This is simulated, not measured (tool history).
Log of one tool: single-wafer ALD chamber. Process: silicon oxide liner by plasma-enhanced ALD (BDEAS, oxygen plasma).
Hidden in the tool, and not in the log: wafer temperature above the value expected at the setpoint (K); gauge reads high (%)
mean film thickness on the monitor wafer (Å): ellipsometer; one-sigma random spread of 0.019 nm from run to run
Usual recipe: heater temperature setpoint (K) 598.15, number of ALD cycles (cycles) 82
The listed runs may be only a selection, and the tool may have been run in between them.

| run | hour | heater temperature setpoint (K) | number of ALD cycles (cycles) | wafers since the last listed run | hours since the last thermocouple change | hours since the gauge calibration | read-back reference wafer on the same gauge, thickness_nm | mean film thickness on the monitor wafer (Å) |
|---|---|---|---|---|---|---|---|---|
| 1 | 0 | 598.15 | 82 | 0 | 1032.4 | 793.7 | 8.973 | 76.62 |
| 2 | 31.8 | 598.15 | 82 | 82 | 1064.2 | 825.5 | 8.99 | 76.78 |
| 3 | 67.8 | 591.15 | 91 | 93 | 1100.2 | 861.5 | 8.987 | 86.1 |
| 4 | 131 | 598.15 | 69 | 163 | 1163.4 | 924.7 | 8.99 | 64.74 |
| 5 | 163 | 598.15 | 69 | 82 | 1195.4 | 956.7 | 8.993 | 64.61 |
| 6 | 203.8 | 598.15 | 82 | 105 | 1236.2 | 997.5 | 9 | 76.48 |
| 7 | 248.3 | 598.15 | 78 | 114 | 1280.7 | 1042 | 9.008 | 73.18 |
| 8 | 285.7 | 598.15 | 78 | 96 | 1318.1 | 1079.4 | 9.01 | 73.06 |
| 9 | 329.2 | 598.15 | 82 | 112 | 1361.6 | 1122.9 | 9.012 | 77.14 |
| 10 | 389.3 | 594.15 | 82 | 155 | 1421.7 | 1183 | 9.022 | 77.46 |
| 11 | 443.7 | 598.15 | 82 | 140 | 1476.1 | 1237.4 | 9.017 | 77.41 |
| 12 | 493 | 598.15 | 82 | 127 | 1525.4 | 1286.7 | 9.022 | 76.69 |
| 13 | 534.4 | 602.15 | 82 | 106 | 1566.8 | 1328.1 | 9.018 | 76.75 |
| 14 | 618.2 | 602.15 | 82 | 216 | 1650.6 | 1411.9 | 9.035 | 76.78 |
|  | 666.1 | thermocouple changed; heater temperature recalibrated |
| 15 | 677.5 | 588.15 | 82 | 132 | 11.4 | 1471.2 | 9.033 | 78.19 |
| 16 | 712.6 | 598.15 | 82 | 90 | 46.5 | 1506.3 | 9.038 | 77.11 |
| 17 | 747.2 | 591.15 | 97 | 89 | 81.1 | 1540.9 | 9.048 | 92.42 |
| 18 | 816.2 | 606.15 | 89 | 178 | 150.1 | 1609.9 | 9.049 | 83.18 |
| 19 | 871.2 | 609.15 | 89 | 142 | 205.1 | 1664.9 | 9.054 | 82.72 |
| 20 | 907.1 | 603.15 | 82 | 92 | 241 | 1700.8 | 9.066 | 76.95 |
| 21 | 961.2 | 594.15 | 77 | 139 | 295.1 | 1754.9 | 9.068 | 72.62 |
| 22 | 999.8 | 592.15 | 82 | 99 | 333.7 | 1793.5 | 9.073 | 77.8 |
| 23 | 1029.2 | 605.15 | 75 | 75 | 363.1 | 1822.9 | 9.062 | 70.13 |
| 24 | 1097.2 | 598.15 | 82 | 175 | 431.1 | 1890.9 | 9.085 | 77.94 |
|  | 1102.1 | gauge calibrated |
| 25 | 1166.8 | 584.15 | 70 | 179 | 500.7 | 64.7 | 8.926 | 65.98 |
| 26 | 1215.6 | 585.15 | 92 | 126 | 549.5 | 113.5 | 8.933 | 86.84 |
| 27 | 1282.1 | 598.15 | 82 | 171 | 616 | 180 | 8.932 | 76.16 |
| 28 | 1307.7 | 598.15 | 72 | 66 | 641.6 | 205.6 | 8.933 | 67.2 |
| 29 | 1369.3 | 598.15 | 82 | 159 | 703.2 | 267.2 | 8.94 | 76.29 |
| 30 | 1416.3 | 586.15 | 69 | 121 | 750.2 | 314.2 | 8.952 | 65.16 |
| 31 | 1463.6 | 592.15 | 94 | 122 | 797.5 | 361.5 | 8.962 | 87.91 |
| 32 | 1500.7 | 598.15 | 82 | 95 | 834.6 | 398.6 | 8.956 | 76.54 |
| 33 | 1559.9 | 598.15 | 82 | 152 | 893.8 | 457.8 | 8.958 | 76.32 |

A few steps of mean film thickness on the monitor wafer (Å) between consecutive runs. Split each: what settings, incoming material and random variation would produce without the hidden state, and what is left over for the hidden state, along with gauge scatter present in only one of the two compared results (measured, and without hidden state):
Run 3 -> 4: heater temperature setpoint (K) 591.15 -> 598.15, number of ALD cycles (cycles) 91 -> 69. mean film thickness on the monitor wafer (Å) -21.36: hidden state -0.13, all else -21.23.
Run 16 -> 17: heater temperature setpoint (K) 598.15 -> 591.15, number of ALD cycles (cycles) 82 -> 97. mean film thickness on the monitor wafer (Å) +15.31: hidden state +0.25, all else +15.06.
Run 23 -> 24: heater temperature setpoint (K) 605.15 -> 598.15, number of ALD cycles (cycles) 75 -> 82. mean film thickness on the monitor wafer (Å) +7.81: hidden state +0.19, all else +7.62.
Run 24 -> 25: heater temperature setpoint (K) 598.15 -> 584.15, number of ALD cycles (cycles) 82 -> 70, gauge calibrated. mean film thickness on the monitor wafer (Å) -11.96: hidden state -1.34, all else -10.62.
Run 25 -> 26: heater temperature setpoint (K) 584.15 -> 585.15, number of ALD cycles (cycles) 70 -> 92. mean film thickness on the monitor wafer (Å) +20.86: hidden state +0.06, all else +20.8.
Run 30 -> 31: heater temperature setpoint (K) 586.15 -> 592.15, number of ALD cycles (cycles) 69 -> 94. mean film thickness on the monitor wafer (Å) +22.75: hidden state +0.14, all else +22.61.
